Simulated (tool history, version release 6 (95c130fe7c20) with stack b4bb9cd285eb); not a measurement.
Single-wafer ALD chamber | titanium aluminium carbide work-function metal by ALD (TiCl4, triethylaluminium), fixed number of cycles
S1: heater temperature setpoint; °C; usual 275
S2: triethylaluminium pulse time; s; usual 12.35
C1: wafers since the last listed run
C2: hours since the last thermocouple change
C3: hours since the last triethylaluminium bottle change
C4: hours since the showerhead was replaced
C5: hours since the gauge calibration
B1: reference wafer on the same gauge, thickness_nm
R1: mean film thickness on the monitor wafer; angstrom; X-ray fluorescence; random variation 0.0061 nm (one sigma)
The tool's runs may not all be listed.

{"run": 1, "hour": 0.0, "S1": 272, "S2": 12.35, "C1": 0, "C2": 2056, "C3": 1337, "C4": 6640.9, "C5": 35.7, "B1": 2.06, "R1": 18.29}
{"run": 2, "hour": 29.9, "S1": 272, "S2": 12.35, "C1": 213, "C2": 2085.9, "C3": 1366.9, "C4": 6670.8, "C5": 65.6, "B1": 2.06, "R1": 18.34}
{"run": 3, "hour": 87.9, "S1": 272, "S2": 12.35, "C1": 413, "C2": 2143.9, "C3": 1424.9, "C4": 6728.8, "C5": 123.6, "B1": 2.062, "R1": 18.23}
{"run": 4, "hour": 177.6, "S1": 266, "S2": 12.35, "C1": 639, "C2": 2233.6, "C3": 1514.6, "C4": 6818.5, "C5": 213.3, "B1": 2.059, "R1": 17.69}
{"run": 5, "hour": 244.7, "S1": 266, "S2": 12.35, "C1": 478, "C2": 2300.7, "C3": 1581.7, "C4": 6885.6, "C5": 280.4, "B1": 2.06, "R1": 17.77}
{"run": 6, "hour": 290.1, "S1": 275, "S2": 12.35, "C1": 323, "C2": 2346.1, "C3": 1627.1, "C4": 6931, "C5": 325.8, "B1": 2.06, "R1": 18.48}
{"run": 7, "hour": 352.8, "S1": 275, "S2": 12.35, "C1": 446, "C2": 2408.8, "C3": 1689.8, "C4": 6993.7, "C5": 388.5, "B1": 2.062, "R1": 18.47}
{"hour": 376.9, "done": "thermocouple changed; heater temperature recalibrated"}
{"run": 8, "hour": 386.7, "S1": 275, "S2": 12.35, "C1": 184, "C2": 9.8, "C3": 1723.7, "C4": 7027.6, "C5": 422.4, "B1": 2.059, "R1": 18.26}
{"run": 9, "hour": 435.1, "S1": 275, "S2": 12.35, "C1": 344, "C2": 58.2, "C3": 1772.1, "C4": 7076, "C5": 470.8, "B1": 2.059, "R1": 18.19}
{"run": 10, "hour": 488.2, "S1": 275, "S2": 12.35, "C1": 378, "C2": 111.3, "C3": 1825.2, "C4": 7129.1, "C5": 523.9, "B1": 2.061, "R1": 18.22}
{"run": 11, "hour": 566.0, "S1": 275, "S2": 9.86, "C1": 554, "C2": 189.1, "C3": 1903, "C4": 7206.9, "C5": 601.7, "B1": 2.06, "R1": 17.97}
{"run": 12, "hour": 590.2, "S1": 275, "S2": 12.35, "C1": 172, "C2": 213.3, "C3": 1927.2, "C4": 7231.1, "C5": 625.9, "B1": 2.059, "R1": 18.16}
{"run": 13, "hour": 626.7, "S1": 275, "S2": 12.35, "C1": 260, "C2": 249.8, "C3": 1963.7, "C4": 7267.6, "C5": 662.4, "B1": 2.059, "R1": 18.25}
{"hour": 645.5, "done": "thermocouple changed; heater temperature recalibrated, repeated, since the last time left the tool worse"}
{"run": 14, "hour": 681.8, "S1": 275, "S2": 12.35, "C1": 335, "C2": 36.3, "C3": 2018.8, "C4": 7322.7, "C5": 717.5, "B1": 2.06, "R1": 18.85}
{"hour": 723.9, "done": "showerhead replaced"}
{"run": 15, "hour": 724.4, "S1": 275, "S2": 13.97, "C1": 246, "C2": 78.9, "C3": 2061.4, "C4": 0.5, "C5": 760.1, "B1": 2.06, "R1": 18.92}
{"run": 16, "hour": 748.9, "S1": 282, "S2": 16.75, "C1": 174, "C2": 103.4, "C3": 2085.9, "C4": 25, "C5": 784.6, "B1": 2.061, "R1": 19.69}
{"run": 17, "hour": 795.6, "S1": 286, "S2": 12.35, "C1": 332, "C2": 150.1, "C3": 2132.6, "C4": 71.7, "C5": 831.3, "B1": 2.063, "R1": 19.76}
{"hour": 833.6, "done": "triethylaluminium bottle replaced"}
{"run": 18, "hour": 834.1, "S1": 275, "S2": 12.35, "C1": 217, "C2": 188.6, "C3": 0.5, "C4": 110.2, "C5": 869.8, "B1": 2.061, "R1": 18.76}
{"hour": 862.3, "done": "gauge calibrated"}
{"run": 19, "hour": 868.4, "S1": 275, "S2": 12.35, "C1": 244, "C2": 222.9, "C3": 34.8, "C4": 144.5, "C5": 6.1, "B1": 2.061, "R1": 18.74}
{"run": 20, "hour": 923.5, "S1": 269, "S2": 10.52, "C1": 392, "C2": 278, "C3": 89.9, "C4": 199.6, "C5": 61.2, "B1": 2.059, "R1": 18.01}
{"run": 21, "hour": 964.9, "S1": 275, "S2": 12.35, "C1": 295, "C2": 319.4, "C3": 131.3, "C4": 241, "C5": 102.6, "B1": 2.061, "R1": 18.73}
{"run": 22, "hour": 1010.9, "S1": 275, "S2": 16.68, "C1": 327, "C2": 365.4, "C3": 177.3, "C4": 287, "C5": 148.6, "B1": 2.06, "R1": 19.1}
{"run": 23, "hour": 1047.7, "S1": 268, "S2": 9.94, "C1": 262, "C2": 402.2, "C3": 214.1, "C4": 323.8, "C5": 185.4, "B1": 2.063, "R1": 17.91}
{"run": 24, "hour": 1091.5, "S1": 275, "S2": 12.35, "C1": 312, "C2": 446, "C3": 257.9, "C4": 367.6, "C5": 229.2, "B1": 2.059, "R1": 18.86}
{"run": 25, "hour": 1123.6, "S1": 275, "S2": 13.97, "C1": 228, "C2": 478.1, "C3": 290, "C4": 399.7, "C5": 261.3, "B1": 2.059, "R1": 18.81}
{"run": 26, "hour": 1181.5, "S1": 268, "S2": 10.78, "C1": 412, "C2": 536, "C3": 347.9, "C4": 457.6, "C5": 319.2, "B1": 2.059, "R1": 18.12}
{"run": 27, "hour": 1237.8, "S1": 279, "S2": 7.95, "C1": 401, "C2": 592.3, "C3": 404.2, "C4": 513.9, "C5": 375.5, "B1": 2.059, "R1": 18.23}

Hidden state or all else? Some run-to-run changes of R1, split into what the settings, what came in and random variation would give without the hidden state, and what is left for the hidden state (with any gauge scatter that isn't in both results):
The hidden state here: wafer temperature above the value expected at the setpoint (K); triethylaluminium dose above that of a fresh bottle (%); gauge reads high (%).
Run 7 -> 8: thermocouple changed; heater temperature recalibrated. R1 -0.21 angstrom: hidden state -0.22, all else +0.01.
Run 13 -> 14: thermocouple changed; heater temperature recalibrated, repeated, since the last time left the tool worse. R1 +0.6 angstrom: hidden state +0.62, all else -0.02.
Run 17 -> 18: S1 286 -> 275, triethylaluminium bottle replaced. R1 -1 angstrom: hidden state -0.01, all else -0.99.
Run 22 -> 23: S1 275 -> 268, S2 16.68 -> 9.94. R1 -1.19 angstrom: hidden state +0, all else -1.19.

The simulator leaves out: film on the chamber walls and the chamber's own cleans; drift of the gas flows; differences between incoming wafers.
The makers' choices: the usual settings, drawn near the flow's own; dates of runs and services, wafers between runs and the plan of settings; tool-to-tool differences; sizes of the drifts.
